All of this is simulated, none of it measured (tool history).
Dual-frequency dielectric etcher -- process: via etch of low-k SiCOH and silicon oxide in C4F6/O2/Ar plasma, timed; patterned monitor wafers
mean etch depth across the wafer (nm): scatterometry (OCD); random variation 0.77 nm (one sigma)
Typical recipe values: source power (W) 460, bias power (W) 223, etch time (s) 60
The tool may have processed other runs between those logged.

run   hour  source power (W)  bias power (W)  etch time (s)  wafers since the last listed run  hours since the last wet clean  hours since the last source power generator calibration  hours since the last bias power generator calibration  hours since the last upper electrode change  hours since the gauge calibration  read-back reference wafer on the same gauge, depth_nm  mean etch depth across the wafer (nm)
  1      0               460             223             60                                 0                           345.4                                                   3153.3                                                 4569.4                                         5226                               26.5                                                  165.1                                  162.8
  2    8.2               460             223             60                               109                           353.6                                                   3161.5                                                 4577.6                                       5234.2                               34.7                                                    165                                  162.8
  3   18.6               460             223             60                               139                             364                                                   3171.9                                                   4588                                       5244.6                               45.1                                                  165.2                                  161.2
  4   28.9               460             223             60                               138                           374.3                                                   3182.2                                                 4598.3                                       5254.9                               55.4                                                  164.9                                  161.5
  5   54.1               460             211             60                               337                           399.5                                                   3207.4                                                 4623.5                                       5280.1                               80.6                                                    165                                  158.3
  6   65.2               460             223             60                               148                           410.6                                                   3218.5                                                 4634.6                                       5291.2                               91.7                                                  165.2                                  160.6
     101.1  -- upper electrode replaced
  7  101.6               460             223             60                               166                             447                                                   3254.9                                                   4671                                          0.5                              128.1                                                  164.9                                  161.6
  8    102               460             223             60                                 5                           447.4                                                   3255.3                                                 4671.4                                          0.9                              128.5                                                  164.9                                  161.7
  9  108.4               460             223             60                                85                           453.8                                                   3261.7                                                 4677.8                                          7.3                              134.9                                                  164.9                                    161
 10  115.4               460             223             60                                93                           460.8                                                   3268.7                                                 4684.8                                         14.3                              141.9                                                    165                                  161.6
     129.8  -- source power generator calibrated
 11  130.2               460             223             60                               144                           475.6                                                      0.4                                                 4699.6                                         29.1                              156.7                                                  165.1                                  159.8
     134.9  -- bias power generator calibrated
 12  137.9               460             223             60                                49                           483.3                                                      8.1                                                      3                                         36.8                              164.4                                                    165                                  160.3
     170.1  -- gauge calibrated
       171  -- wet clean of the chamber
 13  171.5               340             203             44                               128                             0.5                                                     41.7                                                   36.6                                         70.4                                1.4                                                  164.9                                   99.1
 14  171.8               560             239             60                                 4                             0.8                                                       42                                                   36.9                                         70.7                                1.7                                                  165.2                                  190.3
 15  181.8               460             274           76.5                               134                            10.8                                                       52                                                   46.9                                         80.7                               11.7                                                  164.9                                  228.3
 16  196.8               460             223             60                               201                            25.8                                                       67                                                   61.9                                         95.7                               26.7                                                  164.9                                  167.2
 17  210.2               510             256           73.5                               179                            39.2                                                     80.4                                                   75.3                                        109.1                               40.1                                                    165                                  227.2
 18  219.3               460             268             60                               122                            48.3                                                     89.5                                                   84.4                                        118.2                               49.2                                                    165                                  178.1
 19    226               460             272           67.5                                89                              55                                                     96.2                                                   91.1                                        124.9                               55.9                                                    165                                    201

Forecast each of these 3 alternatives for the next run:
  A  226.4               540             223             60                                 5                            55.4                                                     96.6                                                   91.5                                        125.3                               56.3                                                      ?                                      ?
  B  226.4               540             207             60                                 5                            55.4                                                     96.6                                                   91.5                                        125.3                               56.3                                                      ?                                      ?
  C  226.4               460             205             71                                 5                            55.4                                                     96.6                                                   91.5                                        125.3                               56.3                                                      ?                                      ?

run  read-back reference wafer on the same gauge, depth_nm  mean etch depth across the wafer (nm)
  A                                                    165                                  180.5
  B                                                    165                                  176.1
  C                                                    165                                  190.4
Had the tool no hidden state, the same runs would have come out as:
run  mean etch depth across the wafer (nm)
  A                                  181.6
  B                                  177.1
  C                                  191.5
